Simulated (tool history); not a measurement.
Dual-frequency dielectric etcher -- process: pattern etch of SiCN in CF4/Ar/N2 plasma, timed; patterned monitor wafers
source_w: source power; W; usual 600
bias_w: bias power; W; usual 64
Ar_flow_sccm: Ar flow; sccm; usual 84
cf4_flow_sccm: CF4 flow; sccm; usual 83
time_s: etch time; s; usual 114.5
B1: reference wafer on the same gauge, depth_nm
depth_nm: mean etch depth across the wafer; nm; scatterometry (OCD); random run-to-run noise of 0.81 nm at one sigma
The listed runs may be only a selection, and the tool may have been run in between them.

{"run": 1, "hour": 0.0, "source_w": 600, "bias_w": 75, "Ar_flow_sccm": 84, "cf4_flow_sccm": 83, "time_s": 123.0, "B1": 122.4, "depth_nm": 143.5}
{"run": 2, "hour": 37.1, "source_w": 600, "bias_w": 75, "Ar_flow_sccm": 84, "cf4_flow_sccm": 83, "time_s": 123.0, "B1": 122.5, "depth_nm": 143.7}
{"run": 3, "hour": 108.6, "source_w": 600, "bias_w": 64, "Ar_flow_sccm": 79, "cf4_flow_sccm": 83, "time_s": 114.5, "B1": 122.2, "depth_nm": 130.6}
{"run": 4, "hour": 175.7, "source_w": 600, "bias_w": 64, "Ar_flow_sccm": 79, "cf4_flow_sccm": 83, "time_s": 114.5, "B1": 122.0, "depth_nm": 129.8}
{"run": 5, "hour": 204.2, "source_w": 600, "bias_w": 64, "Ar_flow_sccm": 79, "cf4_flow_sccm": 83, "time_s": 114.5, "B1": 122.0, "depth_nm": 130.0}
{"hour": 245.6, "done": "source power generator calibrated"}
{"run": 6, "hour": 253.7, "source_w": 600, "bias_w": 64, "Ar_flow_sccm": 84, "cf4_flow_sccm": 83, "time_s": 138.5, "B1": 121.5, "depth_nm": 155.2}
{"run": 7, "hour": 302.3, "source_w": 600, "bias_w": 64, "Ar_flow_sccm": 97, "cf4_flow_sccm": 83, "time_s": 114.5, "B1": 121.6, "depth_nm": 122.5}
{"hour": 342.6, "done": "Ar flow controller replaced"}
{"run": 8, "hour": 354.1, "source_w": 600, "bias_w": 64, "Ar_flow_sccm": 75, "cf4_flow_sccm": 83, "time_s": 92.5, "B1": 121.5, "depth_nm": 106.2}
{"run": 9, "hour": 409.9, "source_w": 480, "bias_w": 54, "Ar_flow_sccm": 84, "cf4_flow_sccm": 83, "time_s": 114.5, "B1": 121.3, "depth_nm": 101.7}
{"hour": 413.2, "done": "gauge calibrated"}
{"hour": 453.6, "done": "upper electrode replaced"}
{"run": 10, "hour": 454.1, "source_w": 600, "bias_w": 75, "Ar_flow_sccm": 84, "cf4_flow_sccm": 83, "time_s": 123.0, "B1": 124.9, "depth_nm": 147.6}
{"hour": 516.1, "done": "wet clean of the chamber"}
{"run": 11, "hour": 516.6, "source_w": 600, "bias_w": 73, "Ar_flow_sccm": 75, "cf4_flow_sccm": 99, "time_s": 114.5, "B1": 124.8, "depth_nm": 143.5}
{"run": 12, "hour": 565.4, "source_w": 600, "bias_w": 64, "Ar_flow_sccm": 73, "cf4_flow_sccm": 93, "time_s": 136.0, "B1": 124.6, "depth_nm": 163.2}
{"hour": 602.6, "done": "CF4 flow controller replaced"}
{"run": 13, "hour": 707.5, "source_w": 670, "bias_w": 64, "Ar_flow_sccm": 84, "cf4_flow_sccm": 83, "time_s": 139.0, "B1": 124.1, "depth_nm": 171.2}
{"run": 14, "hour": 742.8, "source_w": 600, "bias_w": 77, "Ar_flow_sccm": 84, "cf4_flow_sccm": 83, "time_s": 114.5, "B1": 123.9, "depth_nm": 137.5}
{"run": 15, "hour": 803.8, "source_w": 600, "bias_w": 64, "Ar_flow_sccm": 84, "cf4_flow_sccm": 83, "time_s": 114.5, "B1": 123.7, "depth_nm": 129.6}
{"hour": 812.8, "done": "bias power generator calibrated"}
{"run": 16, "hour": 866.3, "source_w": 490, "bias_w": 64, "Ar_flow_sccm": 84, "cf4_flow_sccm": 65, "time_s": 114.5, "B1": 123.6, "depth_nm": 105.3}
{"run": 17, "hour": 918.6, "source_w": 600, "bias_w": 64, "Ar_flow_sccm": 84, "cf4_flow_sccm": 74, "time_s": 114.5, "B1": 123.3, "depth_nm": 127.2}
{"run": 18, "hour": 960.2, "source_w": 600, "bias_w": 64, "Ar_flow_sccm": 94, "cf4_flow_sccm": 83, "time_s": 139.0, "B1": 123.3, "depth_nm": 152.1}
{"run": 19, "hour": 1025.7, "source_w": 600, "bias_w": 64, "Ar_flow_sccm": 84, "cf4_flow_sccm": 83, "time_s": 114.5, "B1": 122.8, "depth_nm": 129.5}
{"hour": 1132.1, "done": "wet clean of the chamber"}
{"run": 20, "hour": 1217.2, "source_w": 600, "bias_w": 58, "Ar_flow_sccm": 100, "cf4_flow_sccm": 83, "time_s": 114.5, "B1": 122.6, "depth_nm": 118.8}

What if the next run were any one of these 5? Each begins from the tool's condition after run 20:
{"run": "A", "hour": 1217.6, "source_w": 600, "bias_w": 64, "Ar_flow_sccm": 84, "cf4_flow_sccm": 83, "time_s": 114.5, "B1": "?", "depth_nm": "?"}
{"run": "B", "hour": 1217.6, "source_w": 600, "bias_w": 50, "Ar_flow_sccm": 84, "cf4_flow_sccm": 83, "time_s": 114.5, "B1": "?", "depth_nm": "?"}
{"run": "C", "hour": 1217.6, "source_w": 600, "bias_w": 64, "Ar_flow_sccm": 84, "cf4_flow_sccm": 95, "time_s": 105.0, "B1": "?", "depth_nm": "?"}
{"run": "D", "hour": 1217.6, "source_w": 660, "bias_w": 79, "Ar_flow_sccm": 84, "cf4_flow_sccm": 83, "time_s": 114.5, "B1": "?", "depth_nm": "?"}
{"run": "E", "hour": 1217.6, "source_w": 650, "bias_w": 50, "Ar_flow_sccm": 104, "cf4_flow_sccm": 83, "time_s": 146.5, "B1": "?", "depth_nm": "?"}

run=A B1=122.6 depth_nm=127.1
run=B B1=122.6 depth_nm=119.6
run=C B1=122.6 depth_nm=119.0
run=D B1=122.6 depth_nm=145.9
run=E B1=122.6 depth_nm=155.3
Without the tool's unlogged condition, the same runs would have read:
run=A depth_nm=130.7
run=B depth_nm=122.9
run=C depth_nm=122.3
run=D depth_nm=149.9
run=E depth_nm=159.7
